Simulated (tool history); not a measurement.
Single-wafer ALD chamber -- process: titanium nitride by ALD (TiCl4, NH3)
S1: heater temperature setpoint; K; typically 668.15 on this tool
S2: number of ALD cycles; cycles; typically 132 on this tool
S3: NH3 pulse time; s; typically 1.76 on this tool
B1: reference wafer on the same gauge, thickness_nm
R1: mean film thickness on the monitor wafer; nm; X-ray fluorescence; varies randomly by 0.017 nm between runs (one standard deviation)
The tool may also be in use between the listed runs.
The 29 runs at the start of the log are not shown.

run 30 hour=1552.3 | S1=668.15 S2=156 S3=2.18 | B1=3.533 | R1=3.825
run 31 hour=1588.3 | S1=673.15 S2=145 S3=2.01 | B1=3.539 | R1=3.585
run 32 hour=1618.8 | S1=668.15 S2=132 S3=1.76 | B1=3.541 | R1=3.213
run 33 hour=1683.1 | S1=668.15 S2=132 S3=1.76 | B1=3.535 | R1=3.24
run 34 hour=1714.3 | S1=663.15 S2=132 S3=1.76 | B1=3.541 | R1=3.216
run 35 hour=1755.5 | S1=668.15 S2=132 S3=1.39 | B1=3.538 | R1=3.19
run 36 hour=1819.7 | S1=683.15 S2=132 S3=1.76 | B1=3.534 | R1=3.308
run 37 hour=1854.5 | S1=668.15 S2=140 S3=2.2 | B1=3.543 | R1=3.525
run 38 hour=1906.5 | S1=668.15 S2=120 S3=1.25 | B1=3.541 | R1=2.904
run 39 hour=1950 | S1=655.15 S2=144 S3=1.07 | B1=3.536 | R1=3.304
run 40 hour=2019.7 | S1=668.15 S2=132 S3=1.76 | B1=3.539 | R1=3.214
run 41 hour=2050.9 | S1=658.15 S2=107 S3=2.2 | B1=3.537 | R1=2.651

3 options for the next run, each taken on its own from the tool as it stands now. Forecast them:
run A hour=2051.6 | S1=668.15 S2=132 S3=2.06 | B1=? | R1=?
run B hour=2051.6 | S1=668.15 S2=148 S3=1.76 | B1=? | R1=?
run C hour=2051.6 | S1=656.15 S2=111 S3=1.34 | B1=? | R1=?

run=A B1=3.536 R1=3.259
run=B B1=3.536 R1=3.62
run=C B1=3.536 R1=2.609
What these runs would have given with no unlogged condition in the tool:
run=A R1=3.259
run=B R1=3.62
run=C R1=2.609
